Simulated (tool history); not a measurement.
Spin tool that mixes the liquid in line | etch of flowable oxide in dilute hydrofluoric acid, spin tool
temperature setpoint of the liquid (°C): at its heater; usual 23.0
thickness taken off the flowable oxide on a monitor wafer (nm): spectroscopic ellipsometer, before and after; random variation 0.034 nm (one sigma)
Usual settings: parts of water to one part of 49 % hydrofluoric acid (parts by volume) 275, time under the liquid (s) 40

run	hour	temperature setpoint of the liquid (°C)	parts of water to one part of 49 % hydrofluoric acid (parts by volume)	time under the liquid (s)	wafers since the last listed run	hours since the thermometer was replaced	hours since the hydrofluoric acid flow meter was replaced	hours since the gauge calibration	read-back film thickness of the flowable oxide reference wafer, read on the same gauge (nm)	thickness taken off the flowable oxide on a monitor wafer (nm)
1	0.0	23.0	275	40	0	392.3	329.1	392.7	99.80	5.03
2	76.6	23.0	275	40	1095	468.9	405.7	469.3	100.00	5.07
3	153.3	23.0	275	40	1096	545.6	482.4	546.0	100.20	5.01
4	220.9	23.0	275	40	966	613.2	550.0	613.6	100.40	5.04
5	265.8	25.5	275	40	641	658.1	594.9	658.5	100.52	5.43
6	589.7	23.0	220	40	4630	982.0	918.8	982.4	101.93	6.79
7	644.3	23.0	220	40	780	1036.6	973.4	1037.0	102.22	6.77
8	743.8	23.0	275	40	1422	1136.1	1072.9	1136.5	102.77	5.20
9	790.6	23.0	275	40	669	1182.9	1119.7	1183.3	103.04	5.23
10	853.9	23.0	275	40	904	1246.2	1183.0	1246.6	103.48	5.19
11	909.9	23.0	275	40	800	1302.2	1239.0	1302.6	103.83	5.15
12	998.6	23.0	275	40	1268	1390.9	1327.7	1391.3	104.46	5.26
# hour 1026.7: gauge calibrated
# hour 1054.7: hydrofluoric acid flow meter replaced
13	1074.1	23.0	275	40	1065	1466.4	19.4	47.4	99.80	5.02
14	1154.8	19.0	235	40	1153	1547.1	100.1	128.1	99.81	5.21
15	1258.5	18.0	275	60	1482	1650.8	203.8	231.8	99.90	6.21
16	1353.6	20.0	275	40	1359	1745.9	298.9	326.9	100.09	4.54
17	1445.8	23.0	275	40	1318	1838.1	391.1	419.1	100.20	5.08
18	1496.0	18.5	380	55	717	1888.3	441.3	469.3	100.36	3.82
# hour 1564.7: thermometer replaced
19	1599.3	21.5	275	40	1462	34.6	544.6	572.6	100.60	4.76
20	1635.4	20.5	225	30	516	70.7	580.7	608.7	100.73	4.45
21	1741.4	23.0	150	55	1515	176.7	686.7	714.7	101.15	14.54
22	1846.2	20.0	355	40	1498	281.5	791.5	819.5	101.53	3.33
23	1925.3	21.0	215	40	1130	360.6	870.6	898.6	101.90	6.33
24	1990.8	23.0	275	40	936	426.1	936.1	964.1	102.26	5.11
25	2041.8	19.5	370	60	729	477.1	987.1	1015.1	102.51	4.63
26	2139.1	23.0	385	40	1391	574.4	1084.4	1112.4	103.02	3.31
27	2242.6	23.0	200	20	1479	677.9	1187.9	1215.9	103.67	3.82
28	2283.6	23.0	200	20	586	718.9	1228.9	1256.9	103.92	3.89

Forecast each of these 3 alternatives for the next run:
A	2284.0	23.0	275	40	5	719.3	1229.3	1257.3	?	?
B	2284.0	23.0	340	40	5	719.3	1229.3	1257.3	?	?
C	2284.0	26.5	275	25	5	719.3	1229.3	1257.3	?	?

run	read-back film thickness of the flowable oxide reference wafer, read on the same gauge (nm)	thickness taken off the flowable oxide on a monitor wafer (nm)
A	103.95	5.19
B	103.95	3.95
C	103.95	3.67
Without the tool's hidden state the same runs would have given:
run	thickness taken off the flowable oxide on a monitor wafer (nm)
A	5.00
B	3.80
C	3.53
